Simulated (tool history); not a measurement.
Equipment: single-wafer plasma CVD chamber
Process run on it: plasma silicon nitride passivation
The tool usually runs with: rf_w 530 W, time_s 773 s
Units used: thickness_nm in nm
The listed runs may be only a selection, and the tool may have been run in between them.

run	hour	rf_w	time_s	read-back reference wafer on the same gauge, thickness_nm	thickness_nm
1	0.0	530	773	1509.994	1267.242
2	39.3	530	773	1510.540	1262.525
3	81.5	565	773	1510.147	1287.829
4	152.6	530	773	1509.702	1263.523
5	179.2	530	773	1510.528	1268.040
6	236.1	530	773	1509.753	1264.428
7	279.7	530	773	1510.399	1271.070
8	305.7	530	773	1510.238	1270.164
9	373.8	530	773	1510.372	1267.495
10	412.5	530	773	1510.461	1271.891
11	439.7	530	773	1510.253	1259.468
12	486.1	500	773	1509.971	1237.860
13	545.1	550	773	1509.959	1277.497
# hour 571.4: RF generator calibrated
14	573.1	550	773	1509.682	1283.017
# hour 592.3: gauge calibrated
15	630.1	530	773	1509.741	1268.258
16	675.6	500	773	1510.692	1244.531
# hour 695.2: showerhead replaced
17	712.7	615	869	1509.712	1491.574
18	765.5	530	731	1509.961	1198.214
19	826.3	530	773	1510.687	1266.401
20	884.2	630	880	1510.170	1514.161
21	935.1	620	619	1510.388	1062.146
22	1024.8	630	922	1510.352	1592.564
23	1085.7	560	655	1510.868	1087.749
24	1124.1	530	773	1510.290	1267.521
25	1174.0	590	832	1510.172	1409.635
26	1237.4	565	704	1509.560	1174.900
27	1271.9	530	773	1509.483	1266.133
28	1338.6	430	878	1509.945	1352.862

3 options for the next run, each taken on its own from the tool as it stands now. Forecast them:
A	1339.2	530	773	?	?
B	1339.2	530	706	?	?
C	1339.2	595	862	?	?

run	read-back reference wafer on the same gauge, thickness_nm	thickness_nm
A	1509.985	1269.653
B	1509.985	1159.606
C	1509.985	1466.498
What these runs would have given with no unlogged condition in the tool:
run	thickness_nm
A	1269.653
B	1159.606
C	1466.498

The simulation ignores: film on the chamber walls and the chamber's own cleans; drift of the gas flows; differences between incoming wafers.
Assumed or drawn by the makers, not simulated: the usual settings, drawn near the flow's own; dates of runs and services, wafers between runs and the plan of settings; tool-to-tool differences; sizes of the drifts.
